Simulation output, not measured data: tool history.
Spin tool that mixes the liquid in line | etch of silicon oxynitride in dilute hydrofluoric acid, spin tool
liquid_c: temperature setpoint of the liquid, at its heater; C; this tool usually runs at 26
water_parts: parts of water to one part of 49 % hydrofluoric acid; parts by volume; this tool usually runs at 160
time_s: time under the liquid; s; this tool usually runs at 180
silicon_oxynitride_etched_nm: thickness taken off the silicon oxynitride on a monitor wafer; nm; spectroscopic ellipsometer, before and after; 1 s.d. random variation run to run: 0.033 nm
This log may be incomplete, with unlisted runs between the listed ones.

run   hour  liquid_c  water_parts  time_s  read-back film thickness of the silicon oxynitride reference wafer, read on the same gauge (nm)  silicon_oxynitride_etched_nm
  1      0        26          160     180                                                                                            90.01                          5.35
  2   27.4        26          160     180                                                                                            90.01                          5.35
  3   56.8        26          160     180                                                                                            89.99                          5.28
  4     71        26          160     180                                                                                            89.99                          5.31
  5   87.4        26          160     180                                                                                            90.01                          5.33
  6  102.2        26          160     180                                                                                            89.99                          5.31
  7  116.3        26          160     180                                                                                               90                          5.28
     121.2  -- gauge calibrated
  8  140.7      27.5          160     215                                                                                            90.01                           6.8
  9  163.4        26           90     180                                                                                            89.98                         10.01
 10  180.3      24.5          125     290                                                                                            90.01                         10.47
     194.4  -- thermometer replaced
 11  207.2      29.5          140     260                                                                                               90                          9.72
 12  224.9        26          160     180                                                                                            89.98                          4.96
     227.2  -- hydrofluoric acid flow meter replaced
 13  258.7      28.5          230     115                                                                                            90.01                          2.32
     267.8  -- thermometer replaced, repeated, since the last time left the tool worse
 14  289.8        26          160     180                                                                                            90.01                          5.67
 15  304.8        26          205     180                                                                                               90                          4.27

A few steps of silicon_oxynitride_etched_nm between consecutive runs. Split each: what settings, incoming material and random variation would produce without the hidden state, and what is left over for the hidden state, along with gauge scatter present in only one of the two compared results (measured, and without hidden state):
The hidden state here: liquid colder than its thermometer reads (K); hydrofluoric acid flow below the setpoint (%); gauge reads high (%).
Run 11 -> 12: liquid_c 29.5 -> 26, water_parts 140 -> 160, time_s 260 -> 180. silicon_oxynitride_etched_nm -4.76 nm: hidden state +0.7, all else -5.46.
